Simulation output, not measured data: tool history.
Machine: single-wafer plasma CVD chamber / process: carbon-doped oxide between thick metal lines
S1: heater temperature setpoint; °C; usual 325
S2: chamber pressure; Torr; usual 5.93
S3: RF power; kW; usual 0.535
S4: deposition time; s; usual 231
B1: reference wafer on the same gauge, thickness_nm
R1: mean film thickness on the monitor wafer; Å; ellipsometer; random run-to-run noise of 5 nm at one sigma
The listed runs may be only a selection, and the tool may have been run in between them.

run   hour   S1    S2     S3   S4        B1        R1
  1    0.0  325  5.93  0.535  220  1253.312  11982.62
  2   12.1  325  5.93  0.535  220  1251.383  12054.75
  3   31.2  325  5.93  0.535  231  1250.639  12706.12
  4   99.6  325  5.93  0.535  231  1249.440  12614.80
  5  135.3  325  5.93  0.535  231  1249.052  12554.21
  6  151.4  325  5.93  0.535  231  1249.613  12542.40
     167.8  -- RF generator calibrated
  7  168.3  325  5.93  0.535  231  1248.269  12673.93
     190.3  -- showerhead replaced
  8  190.8  325  5.93  0.535  231  1248.962  12613.47
     205.5  -- thermocouple changed; heater temperature recalibrated
  9  213.8  325  5.93  0.465  231  1248.455  11772.62
 10  228.6  332  5.93  0.450  231  1248.370  11365.08
     229.8  -- gauge calibrated
     239.1  -- capacitance manometer re-zeroed and calibrated
 11  262.6  325  5.93  0.535  231  1263.558  12789.93
 12  284.3  333  5.93  0.500  231  1260.918  12064.43
 13  312.9  325  5.93  0.535  231  1258.596  12768.06
 14  333.1  325  5.93  0.535  231  1255.880  12632.07
 15  367.0  325  5.93  0.600  245  1253.490  14172.43
 16  399.6  325  5.93  0.615  231  1251.375  13358.12
 17  426.9  313  4.73  0.470  249  1250.862  12795.94
 18  454.0  325  5.93  0.535  263  1250.435  14385.89

4 ways to go on from here, each from the tool as it stands after run 18. What would each give?
  A  454.5  325  5.93  0.535  231   ?   ?
  B  454.5  321  6.79  0.635  231   ?   ?
  C  454.5  319  7.38  0.495  268   ?   ?
  D  454.5  337  5.93  0.535  265   ?   ?

run        B1        R1
  A  1248.512  12635.37
  B  1248.512  14080.95
  C  1248.512  14693.93
  D  1248.512  14017.14
Had the tool no hidden state, the same runs would have come out as:
run        R1
  A  12847.55
  B  14317.41
  C  14940.68
  D  14252.52
